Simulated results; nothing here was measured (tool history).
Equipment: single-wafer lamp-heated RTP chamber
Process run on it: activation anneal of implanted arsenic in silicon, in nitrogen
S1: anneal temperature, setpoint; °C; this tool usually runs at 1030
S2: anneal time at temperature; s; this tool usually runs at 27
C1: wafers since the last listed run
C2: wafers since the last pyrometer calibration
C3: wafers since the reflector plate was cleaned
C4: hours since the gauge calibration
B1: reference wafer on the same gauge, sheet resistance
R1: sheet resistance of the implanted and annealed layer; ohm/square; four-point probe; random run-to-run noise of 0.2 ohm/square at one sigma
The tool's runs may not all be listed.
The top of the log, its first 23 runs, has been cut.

run,hour,S1,S2,C1,C2,C3,C4,B1,R1
24,1678.7,1030,27,964,1529,1175,129.4,110.34,98.91
25,1728.6,1030,43,707,2237,1882,179.3,110.32,95.13
26,1827.9,1051,37,1408,3645,3291,278.6,110.26,92.3
27,1892.1,1030,27,910,4555,4201,342.8,110.35,98.72
28,1937.1,1005,19,638,5194,4839,387.8,110.29,105.94
29,2037.2,1018,17,1419,6613,6259,487.9,110.35,103.8
30,2093.6,1030,37,799,7413,7059,544.3,110.31,95.55
31,2177.2,1030,27,1185,8599,8244,627.9,110.25,97.8

Estimate the outcome of run 32 from the log above:
32,2218.1,1001,27,580,9179,8824,668.8,?,?

B1: 110.26
R1: 102.89 ohm/square
Take away the tool's hidden state, keep the run-to-run variation as it was, and the same run would have given R1 104.63 ohm/square.
